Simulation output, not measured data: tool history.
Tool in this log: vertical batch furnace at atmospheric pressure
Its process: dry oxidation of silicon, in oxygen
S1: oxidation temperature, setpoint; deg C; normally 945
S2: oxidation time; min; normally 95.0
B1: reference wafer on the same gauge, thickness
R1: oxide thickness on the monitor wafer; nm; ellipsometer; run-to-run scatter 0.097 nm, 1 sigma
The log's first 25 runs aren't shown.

run	hour	S1	S2	B1	R1
26	1733.4	936	95.0	43.85	36.11
27	1807.0	955	126.0	43.92	54.12
28	1895.3	922	68.0	43.91	25.02
29	1942.8	945	137.5	43.88	51.94
30	2261.4	964	95.0	43.90	47.96
31	2348.0	945	95.0	43.87	39.67
32	2436.0	945	95.0	43.92	40.05
# hour 2485.4: thermocouples replaced and temperature profile calibrated
33	2498.6	933	110.5	43.90	39.06
34	2639.7	965	129.0	43.87	59.63
35	2709.7	964	132.5	43.89	60.76
36	2754.9	967	75.5	43.93	42.15
37	2831.5	958	134.5	43.87	58.10

What does the tool deliver on the next run?
38	2903.5	945	95.0	?	?

{"run 38": {"B1": 43.93, "R1": 39.86}}
Were there no unlogged condition in the tool, this run, its random variation unchanged, would have produced R1 39.86 nm.
